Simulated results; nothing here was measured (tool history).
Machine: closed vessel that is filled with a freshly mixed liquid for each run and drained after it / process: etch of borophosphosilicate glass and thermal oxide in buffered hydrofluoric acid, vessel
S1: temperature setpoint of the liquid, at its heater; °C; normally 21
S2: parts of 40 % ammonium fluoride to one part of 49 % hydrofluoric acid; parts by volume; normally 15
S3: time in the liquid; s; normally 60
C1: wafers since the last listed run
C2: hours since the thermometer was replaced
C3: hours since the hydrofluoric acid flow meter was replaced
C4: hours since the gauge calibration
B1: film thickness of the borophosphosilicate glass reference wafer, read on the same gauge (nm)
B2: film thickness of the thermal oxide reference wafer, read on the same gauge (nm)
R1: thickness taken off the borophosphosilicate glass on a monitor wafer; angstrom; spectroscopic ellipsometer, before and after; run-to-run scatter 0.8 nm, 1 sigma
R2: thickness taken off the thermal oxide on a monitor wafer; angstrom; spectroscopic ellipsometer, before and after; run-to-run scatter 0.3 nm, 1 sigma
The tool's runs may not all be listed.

run,hour,S1,S2,S3,C1,C2,C3,C4,B1,B2,R1,R2
1,0,21,15,60,0,1955.3,240.4,2468.8,148.55,74.23,901.9,451.6
2,98.9,21,15,60,10447,2054.2,339.3,2567.7,148.68,74.31,909.4,457.3
3,160.8,20,15,60,6539,2116.1,401.2,2629.6,148.72,74.37,874.6,435.6
4,250.1,18,15,50,9433,2205.4,490.5,2718.9,148.71,74.32,646.9,322.6
5,404.6,21,15,60,16321,2359.9,645,2873.4,148.84,74.39,916.9,452.6
6,494.7,24,17.5,90,9518,2450,735.1,2963.5,148.85,74.42,1413.4,692.5
# hour 670.5: gauge calibrated
7,787.4,17,18.5,40,30921,2742.7,1027.8,116.9,140.74,70.41,371,185.4
# hour 795.3: hydrofluoric acid flow meter replaced
8,876.2,24,20.5,60,9275,2831.5,80.9,205.7,141.46,70.74,763.9,374.1
9,931.4,21,15,60,5831,2886.7,136.1,260.9,141.89,70.97,868.6,435.7
# hour 956: thermometer replaced
10,974,23.5,15,60,4394,18,178.7,303.5,142.08,71.08,1007.5,494.5
11,1076.6,21,15,60,10838,120.6,281.3,406.1,142.86,71.4,881.2,435.2
12,1170.7,21,15,60,9940,214.7,375.4,500.2,143.3,71.62,883,435
13,1273.4,21,15,60,10849,317.4,478.1,602.9,143.83,71.88,893.4,440.9
14,1322.3,17,10.5,60,5165,366.3,527,651.8,144.11,72.02,1008.4,501
15,1425.8,21,12.5,35,10933,469.8,630.5,755.3,144.55,72.27,618.6,309.3
16,1523,19.5,15,60,10268,567,727.7,852.5,144.9,72.44,810.5,408.1
17,1592.8,21,17.5,60,7373,636.8,797.5,922.3,145.14,72.56,765.3,386.3
18,1699.5,21,15,60,11271,743.5,904.2,1029,145.55,72.79,905.6,444.2
19,1790.7,21,15,60,9634,834.7,995.4,1120.2,145.8,72.96,889.6,449.9
# hour 1808.7: hydrofluoric acid flow meter replaced
20,1870.6,17,15,60,8335,914.6,61.9,1200.1,145.98,72.96,718,359.6
21,1908.2,21,15,85,3972,952.2,99.5,1237.7,146.17,73.09,1255.2,638.2
22,2045.4,17,9,35,14493,1089.4,236.7,1374.9,146.46,73.22,666.1,330
23,2105.2,25.5,20.5,30,6317,1149.2,296.5,1434.7,146.6,73.32,429.5,212.1
24,2187,22.5,15,60,8641,1231,378.3,1516.5,146.73,73.35,979.5,490
25,2272.7,21,9.5,35,9053,1316.7,464,1602.2,146.9,73.44,805.2,401.4
26,2331.7,22.5,15,85,6232,1375.7,523,1661.2,147,73.53,1404.3,695.8

Below are 3 alternative next runs, each starting from the tool's condition after run 26. Predict each:
A,2332.4,21,20,60,73,1376.4,523.7,1661.9,?,?,?,?
B,2332.4,21,18.5,60,73,1376.4,523.7,1661.9,?,?,?,?
C,2332.4,17.5,13,80,73,1376.4,523.7,1661.9,?,?,?,?

run,B1,B2,R1,R2
A,146.97,73.48,678.8,341.7
B,146.97,73.48,733.3,369
C,146.97,73.48,1140.7,571.7
With the hidden condition removed and each run's random variation left untouched, the same runs would have given:
run,R1,R2
A,646.4,325.4
B,698.3,351.4
C,1086.3,544.4
